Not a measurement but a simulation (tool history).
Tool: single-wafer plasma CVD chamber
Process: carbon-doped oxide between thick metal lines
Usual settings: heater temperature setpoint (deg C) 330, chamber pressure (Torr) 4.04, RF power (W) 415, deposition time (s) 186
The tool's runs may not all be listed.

run     day  heater temperature setpoint (deg C)  chamber pressure (Torr)  RF power (W)  deposition time (s)  wafers since the last listed run  hours since the last thermocouple change  hours since the last RF generator calibration  hours since the last manometer calibration  hours since the showerhead was replaced  hours since the gauge calibration  read-back reference wafer on the same gauge, thickness_nm  mean film thickness on the monitor wafer (Å)
  1   0.000                                  330                     4.04           415                  186                                 0                                    1771.1                                          832.4                                      2081.9                                   4756.5                               94.5                                                    676.701                                       7410.55
  2   0.317                                  330                     4.04           415                  186                                61                                    1778.7                                          840.0                                      2089.5                                   4764.1                              102.1                                                    676.566                                       7452.72
  3   0.850                                  330                     4.04           415                  186                               103                                    1791.5                                          852.8                                      2102.3                                   4776.9                              114.9                                                    675.179                                       7470.22
  4   1.233                                  330                     4.04           415                  186                                74                                    1800.7                                          862.0                                      2111.5                                   4786.1                              124.1                                                    676.678                                       7444.40
  5   1.979                                  330                     4.04           415                  186                               144                                    1818.6                                          879.9                                      2129.4                                   4804.0                              142.0                                                    674.637                                       7430.44
  6   2.362                                  330                     4.04           415                  186                                74                                    1827.8                                          889.1                                      2138.6                                   4813.2                              151.2                                                    676.014                                       7354.14
  7   4.062                                  330                     4.04           415                  186                               329                                    1868.6                                          929.9                                      2179.4                                   4854.0                              192.0                                                    676.748                                       7356.63
  8   4.517                                  330                     4.04           415                  186                                88                                    1879.5                                          940.8                                      2190.3                                   4864.9                              202.9                                                    675.048                                       7439.87
      4.938  -- thermocouple changed; heater temperature recalibrated
  9   4.958                                  330                     4.04           415                  186                                20                                       0.5                                          951.4                                      2200.9                                   4875.5                              213.5                                                    675.378                                       7368.86
      5.183  -- gauge calibrated
 10   6.671                                  330                     4.04           415                  208                               331                                      41.6                                          992.5                                      2242.0                                   4916.6                               35.7                                                    676.838                                       8246.77
 11   7.421                                  330                     4.04           415                  208                               145                                      59.6                                         1010.5                                      2260.0                                   4934.6                               53.7                                                    676.472                                       8227.68
 12   7.692                                  330                     4.04           415                  186                                52                                      66.1                                         1017.0                                      2266.5                                   4941.1                               60.2                                                    676.254                                       7331.09
 13   8.212                                  330                     4.04           415                  186                               100                                      78.6                                         1029.5                                      2279.0                                   4953.6                               72.7                                                    676.683                                       7366.76
      8.588  -- capacitance manometer re-zeroed and calibrated
      8.688  -- RF generator calibrated
 14   8.804                                  317                     4.48           475                  186                                30                                      92.8                                            2.8                                         5.2                                   4967.8                               86.9                                                    676.523                                       8376.84
 15   9.267                                  330                     4.04           415                  186                                89                                     103.9                                           13.9                                        16.3                                   4978.9                               98.0                                                    675.780                                       7120.75
 16   9.825                                  330                     4.04           415                  186                               108                                     117.3                                           27.3                                        29.7                                   4992.3                              111.4                                                    675.407                                       7235.91
     10.454  -- showerhead replaced
 17  10.475                                  342                     4.62           375                  155                                61                                     132.9                                           42.9                                        45.3                                      0.5                              127.0                                                    677.421                                       5400.43
 18  11.025                                  330                     4.72           415                  186                               106                                     146.1                                           56.1                                        58.5                                     13.7                              140.2                                                    675.660                                       7254.13
 19  11.304                                  330                     3.76           355                  186                                54                                     152.8                                           62.8                                        65.2                                     20.4                              146.9                                                    675.348                                       6308.40
     12.296  -- RF generator calibrated, repeated, since the last time left the tool worse
 20  13.108                                  335                     4.04           380                  222                               285                                     196.1                                           19.5                                       108.5                                     63.7                              190.2                                                    675.202                                       8501.05
 21  13.446                                  324                     3.38           375                  223                                65                                     204.2                                           27.6                                       116.6                                     71.8                              198.3                                                    675.259                                       8623.74
     13.708  -- gauge calibrated
 22  14.142                                  330                     4.04           480                  186                               134                                     220.9                                           44.3                                       133.3                                     88.5                               10.4                                                    675.861                                       8584.12
 23  14.583                                  330                     4.04           415                  186                                85                                     231.5                                           54.9                                       143.9                                     99.1                               21.0                                                    677.233                                       7672.24
 24  15.171                                  319                     3.20           365                  197                               113                                     245.6                                           69.0                                       158.0                                    113.2                               35.1                                                    676.191                                       7583.20
 25  15.579                                  330                     4.04           415                  210                                79                                     255.4                                           78.8                                       167.8                                    123.0                               44.9                                                    674.703                                       8680.08

5 ways to go on from here, each from the tool as it stands after run 25. What would each give?
  A  15.600                                  330                     3.57           415                  186                                 4                                     255.9                                           79.3                                       168.3                                    123.5                               45.4                                                          ?                                             ?
  B  15.600                                  330                     4.04           415                  216                                 4                                     255.9                                           79.3                                       168.3                                    123.5                               45.4                                                          ?                                             ?
  C  15.600                                  338                     4.64           480                  186                                 4                                     255.9                                           79.3                                       168.3                                    123.5                               45.4                                                          ?                                             ?
  D  15.600                                  330                     3.24           440                  186                                 4                                     255.9                                           79.3                                       168.3                                    123.5                               45.4                                                          ?                                             ?
  E  15.600                                  316                     4.04           415                  204                                 4                                     255.9                                           79.3                                       168.3                                    123.5                               45.4                                                          ?                                             ?

run  read-back reference wafer on the same gauge, thickness_nm  mean film thickness on the monitor wafer (Å)
  A                                                    674.809                                       7597.50
  B                                                    674.809                                       8928.16
  C                                                    674.809                                       8453.24
  D                                                    674.809                                       7870.72
  E                                                    674.809                                       8858.47
Without the tool's hidden state the same runs would have given:
run  mean film thickness on the monitor wafer (Å)
  A                                       7637.43
  B                                       8975.07
  C                                       8491.50
  D                                       7912.08
  E                                       8905.02
